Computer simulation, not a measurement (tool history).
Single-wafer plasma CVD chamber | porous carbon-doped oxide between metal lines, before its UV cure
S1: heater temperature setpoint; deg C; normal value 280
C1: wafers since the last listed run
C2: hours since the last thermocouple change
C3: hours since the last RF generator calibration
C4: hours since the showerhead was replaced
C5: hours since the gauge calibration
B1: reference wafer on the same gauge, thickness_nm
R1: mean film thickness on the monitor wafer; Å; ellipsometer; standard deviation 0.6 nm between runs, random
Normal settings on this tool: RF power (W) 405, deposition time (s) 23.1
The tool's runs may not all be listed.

{"run": 1, "hour": 0.0, "S1": 280, "RF power (W)": 405, "deposition time (s)": 23.1, "C1": 0, "C2": 2071.1, "C3": 645.0, "C4": 3330.3, "C5": 294.8, "B1": 140.965, "R1": 1284.9}
{"run": 2, "hour": 27.1, "S1": 280, "RF power (W)": 405, "deposition time (s)": 23.1, "C1": 965, "C2": 2098.2, "C3": 672.1, "C4": 3357.4, "C5": 321.9, "B1": 140.994, "R1": 1293.98}
{"run": 3, "hour": 53.3, "S1": 280, "RF power (W)": 405, "deposition time (s)": 23.1, "C1": 933, "C2": 2124.4, "C3": 698.3, "C4": 3383.6, "C5": 348.1, "B1": 140.965, "R1": 1293.77}
{"run": 4, "hour": 83.8, "S1": 280, "RF power (W)": 405, "deposition time (s)": 23.1, "C1": 1086, "C2": 2154.9, "C3": 728.8, "C4": 3414.1, "C5": 378.6, "B1": 141.093, "R1": 1279.11}
{"run": 5, "hour": 113.8, "S1": 280, "RF power (W)": 405, "deposition time (s)": 23.1, "C1": 1068, "C2": 2184.9, "C3": 758.8, "C4": 3444.1, "C5": 408.6, "B1": 140.843, "R1": 1273.92}
{"run": 6, "hour": 143.8, "S1": 280, "RF power (W)": 405, "deposition time (s)": 23.1, "C1": 1068, "C2": 2214.9, "C3": 788.8, "C4": 3474.1, "C5": 438.6, "B1": 140.95, "R1": 1276.99}
{"run": 7, "hour": 174.6, "S1": 280, "RF power (W)": 405, "deposition time (s)": 23.1, "C1": 1097, "C2": 2245.7, "C3": 819.6, "C4": 3504.9, "C5": 469.4, "B1": 140.964, "R1": 1281.52}
{"run": 8, "hour": 186.8, "S1": 280, "RF power (W)": 405, "deposition time (s)": 23.1, "C1": 434, "C2": 2257.9, "C3": 831.8, "C4": 3517.1, "C5": 481.6, "B1": 141.059, "R1": 1276.4}
{"hour": 198.2, "done": "gauge calibrated"}
{"hour": 220.7, "done": "RF generator calibrated"}
{"run": 9, "hour": 221.2, "S1": 280, "RF power (W)": 405, "deposition time (s)": 23.1, "C1": 940, "C2": 2292.3, "C3": 0.5, "C4": 3551.5, "C5": 23.0, "B1": 141.034, "R1": 1344.22}
{"run": 10, "hour": 244.4, "S1": 280, "RF power (W)": 405, "deposition time (s)": 26.5, "C1": 826, "C2": 2315.5, "C3": 23.7, "C4": 3574.7, "C5": 46.2, "B1": 140.885, "R1": 1533.38}
{"run": 11, "hour": 272.1, "S1": 280, "RF power (W)": 480, "deposition time (s)": 24.6, "C1": 986, "C2": 2343.2, "C3": 51.4, "C4": 3602.4, "C5": 73.9, "B1": 140.998, "R1": 1577.98}
{"run": 12, "hour": 298.2, "S1": 280, "RF power (W)": 355, "deposition time (s)": 25.2, "C1": 929, "C2": 2369.3, "C3": 77.5, "C4": 3628.5, "C5": 100.0, "B1": 141.023, "R1": 1335.72}
{"run": 13, "hour": 311.5, "S1": 276, "RF power (W)": 375, "deposition time (s)": 27.3, "C1": 473, "C2": 2382.6, "C3": 90.8, "C4": 3641.8, "C5": 113.3, "B1": 140.988, "R1": 1540.24}
{"run": 14, "hour": 325.4, "S1": 280, "RF power (W)": 405, "deposition time (s)": 23.1, "C1": 495, "C2": 2396.5, "C3": 104.7, "C4": 3655.7, "C5": 127.2, "B1": 141.054, "R1": 1338.59}
{"run": 15, "hour": 356.8, "S1": 265, "RF power (W)": 405, "deposition time (s)": 23.1, "C1": 1118, "C2": 2427.9, "C3": 136.1, "C4": 3687.1, "C5": 158.6, "B1": 140.968, "R1": 1468.59}
{"hour": 377.2, "done": "thermocouple changed; heater temperature recalibrated"}
{"run": 16, "hour": 390.9, "S1": 286, "RF power (W)": 385, "deposition time (s)": 19.1, "C1": 929, "C2": 13.7, "C3": 170.2, "C4": 3721.2, "C5": 192.7, "B1": 141.105, "R1": 1037.64}
{"hour": 408.7, "done": "showerhead replaced, of another model than before"}
{"run": 17, "hour": 415.3, "S1": 280, "RF power (W)": 405, "deposition time (s)": 23.1, "C1": 584, "C2": 38.1, "C3": 194.6, "C4": 6.6, "C5": 217.1, "B1": 141.044, "R1": 1338.55}
{"run": 18, "hour": 474.9, "S1": 291, "RF power (W)": 330, "deposition time (s)": 19.4, "C1": 2123, "C2": 97.7, "C3": 254.2, "C4": 66.2, "C5": 276.7, "B1": 140.99, "R1": 964.13}
{"run": 19, "hour": 508.7, "S1": 267, "RF power (W)": 425, "deposition time (s)": 19.2, "C1": 1204, "C2": 131.5, "C3": 288.0, "C4": 100.0, "C5": 310.5, "B1": 140.878, "R1": 1239.49}
{"run": 20, "hour": 526.7, "S1": 294, "RF power (W)": 405, "deposition time (s)": 23.1, "C1": 641, "C2": 149.5, "C3": 306.0, "C4": 118.0, "C5": 328.5, "B1": 141.119, "R1": 1220.44}
{"run": 21, "hour": 557.8, "S1": 294, "RF power (W)": 480, "deposition time (s)": 27.6, "C1": 1108, "C2": 180.6, "C3": 337.1, "C4": 149.1, "C5": 359.6, "B1": 140.987, "R1": 1568.03}

Branching from run 21: 3 alternative next runs. What would each branch give?
{"run": "A", "hour": 558.2, "S1": 280, "RF power (W)": 340, "deposition time (s)": 23.1, "C1": 14, "C2": 181.0, "C3": 337.5, "C4": 149.5, "C5": 360.0, "B1": "?", "R1": "?"}
{"run": "B", "hour": 558.2, "S1": 284, "RF power (W)": 425, "deposition time (s)": 19.2, "C1": 14, "C2": 181.0, "C3": 337.5, "C4": 149.5, "C5": 360.0, "B1": "?", "R1": "?"}
{"run": "C", "hour": 558.2, "S1": 292, "RF power (W)": 405, "deposition time (s)": 23.1, "C1": 14, "C2": 181.0, "C3": 337.5, "C4": 149.5, "C5": 360.0, "B1": "?", "R1": "?"}

run=A B1=141.008 R1=1245.30
run=B B1=141.008 R1=1117.84
run=C B1=141.008 R1=1245.88
Take away the tool's hidden state, keep each run's random variation, and the runs would have read:
run=A R1=1269.34
run=B R1=1138.70
run=C R1=1269.12
